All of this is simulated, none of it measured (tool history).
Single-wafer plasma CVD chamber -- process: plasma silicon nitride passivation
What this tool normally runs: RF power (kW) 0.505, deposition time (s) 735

| run | hour | RF power (kW) | deposition time (s) | read-back reference wafer on the same gauge, thickness_nm | mean film thickness on the monitor wafer (nm) |
|---|---|---|---|---|---|
| 1 | 0.0 | 0.505 | 735 | 1137.761 | 1217.294 |
| 2 | 63.1 | 0.505 | 657 | 1140.323 | 1083.969 |
| 3 | 329.7 | 0.505 | 657 | 1140.144 | 1078.838 |
| 4 | 396.4 | 0.505 | 657 | 1139.803 | 1076.838 |
| 5 | 488.1 | 0.505 | 735 | 1140.296 | 1192.426 |
| 6 | 533.2 | 0.505 | 735 | 1139.300 | 1201.531 |
|  | 558.5 | RF generator calibrated |
| 7 | 610.2 | 0.545 | 735 | 1139.968 | 1250.889 |
| 8 | 652.6 | 0.545 | 735 | 1139.225 | 1239.523 |
| 9 | 701.6 | 0.545 | 735 | 1139.390 | 1238.959 |
| 10 | 742.4 | 0.505 | 735 | 1140.382 | 1207.517 |
| 11 | 782.5 | 0.505 | 735 | 1141.012 | 1219.853 |
|  | 854.4 | gauge calibrated |
| 12 | 882.2 | 0.505 | 735 | 1140.535 | 1212.402 |
| 13 | 1014.5 | 0.505 | 622 | 1141.757 | 1020.184 |
| 14 | 1106.7 | 0.505 | 622 | 1140.571 | 1023.649 |
| 15 | 1172.4 | 0.535 | 735 | 1138.829 | 1225.816 |
| 16 | 1263.1 | 0.535 | 735 | 1139.714 | 1229.976 |
| 17 | 1350.7 | 0.535 | 735 | 1140.310 | 1223.029 |
| 18 | 1418.2 | 0.460 | 661 | 1139.947 | 1036.424 |
| 19 | 1455.9 | 0.505 | 735 | 1141.088 | 1199.425 |
| 20 | 1563.7 | 0.545 | 691 | 1142.031 | 1152.053 |
|  | 1606.0 | showerhead replaced |
| 21 | 1606.5 | 0.505 | 628 | 1141.085 | 1016.484 |
|  | 1616.2 | RF generator calibrated |
| 22 | 1672.1 | 0.545 | 735 | 1140.312 | 1258.840 |
| 23 | 1745.1 | 0.455 | 622 | 1141.834 | 996.223 |
| 24 | 1792.1 | 0.505 | 735 | 1140.432 | 1221.452 |
| 25 | 1852.5 | 0.465 | 672 | 1138.677 | 1075.647 |
| 26 | 1956.1 | 0.590 | 772 | 1140.292 | 1351.297 |
| 27 | 2014.5 | 0.505 | 735 | 1139.547 | 1218.005 |
| 28 | 2101.2 | 0.405 | 837 | 1141.416 | 1271.611 |
| 29 | 2346.3 | 0.420 | 735 | 1139.573 | 1123.023 |
| 30 | 2409.5 | 0.505 | 735 | 1141.442 | 1201.470 |
| 31 | 2514.3 | 0.475 | 830 | 1137.913 | 1327.910 |
| 32 | 2593.8 | 0.410 | 793 | 1137.363 | 1189.804 |

Hidden state or all else? Some run-to-run changes of mean film thickness on the monitor wafer (nm), split into what the settings, what came in and random variation would give without the hidden state, and what is left for the hidden state (with any gauge scatter that isn't in both results):
Hidden state at play: delivered RF power above the setpoint (%); gauge reads high (%).
Run 2 -> 3: no setting changed, nothing entered. mean film thickness on the monitor wafer (nm) -5.131: hidden state -6.448, all else +1.317.
Run 6 -> 7: RF power (kW) 0.505 -> 0.545, RF generator calibrated. mean film thickness on the monitor wafer (nm) +49.358: hidden state +18.509, all else +30.849.
Run 21 -> 22: RF power (kW) 0.505 -> 0.545, deposition time (s) 628 -> 735, RF generator calibrated. mean film thickness on the monitor wafer (nm) +242.356: hidden state +27.562, all else +214.794.
Run 22 -> 23: RF power (kW) 0.545 -> 0.455, deposition time (s) 735 -> 622. mean film thickness on the monitor wafer (nm) -262.617: hidden state -0.921, all else -261.696.
Run 25 -> 26: RF power (kW) 0.465 -> 0.590, deposition time (s) 672 -> 772. mean film thickness on the monitor wafer (nm) +275.650: hidden state -4.815, all else +280.465.
